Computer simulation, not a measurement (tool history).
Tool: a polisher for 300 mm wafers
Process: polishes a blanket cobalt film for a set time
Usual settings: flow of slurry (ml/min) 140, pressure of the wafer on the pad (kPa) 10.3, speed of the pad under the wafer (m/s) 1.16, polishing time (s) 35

run,day,flow of slurry (ml/min),pressure of the wafer on the pad (kPa),speed of the pad under the wafer (m/s),polishing time (s),"incoming thickness of the incoming film, nm",film removed (angstrom)
1,0,150,11.7,1.16,35,1449.6,1663
2,2.992,150,11.7,1.16,35,1394.7,1599
3,7.329,150,11.7,1.16,35,1395,1578
# day 7.988: worn pad replaced by a new one
4,9.908,140,10.3,1.16,35,1431.9,1442
5,13.146,140,10.3,1.16,35,1409.8,1463
# day 15.879: worn pad replaced by a new one, of another model than before
6,15.979,140,10.3,1.16,35,1409.1,1446
7,17.921,140,10.3,1.16,35,1433.6,1452
8,21.725,140,10.3,1.16,35,1405.1,1386
# day 21.917: slurry nozzle cleaned
# day 23.617: worn pad replaced by a new one
9,24.721,140,12.4,1.16,30,1437.8,1518
10,28.321,140,7.6,1.16,35,1425.4,1033
11,31.417,185,6.9,1.16,35,1425.9,966
# day 32.225: head pressure recalibrated
# day 33.762: worn pad replaced by a new one
12,33.954,140,11.7,0.92,39,1425.2,1614
13,36.504,140,10.3,0.78,35,1397.1,1145
14,40.542,140,10.3,1.16,35,1427.2,1412
# day 41.967: worn pad replaced by a new one
15,43.183,140,8.3,1.16,35,1399.4,1202
16,44.708,140,6.9,1.28,35,1409.2,1026

5 ways to go on from here, each from the tool as it stands after run 16. What would each give?
A,44.725,140,10.3,1.28,35,1433.2,?
B,44.725,140,7.6,0.86,35,1433.2,?
C,44.725,110,10.3,1.06,46,1433.2,?
D,44.725,155,8.3,1.28,30,1433.2,?
E,44.725,140,11.7,1.28,35,1433.2,?

run,film removed (angstrom)
A,1561
B,889
C,1737
D,1088
E,1770
Without the tool's hidden state the same runs would have given:
run,film removed (angstrom)
A,1577
B,898
C,1754
D,1098
E,1787
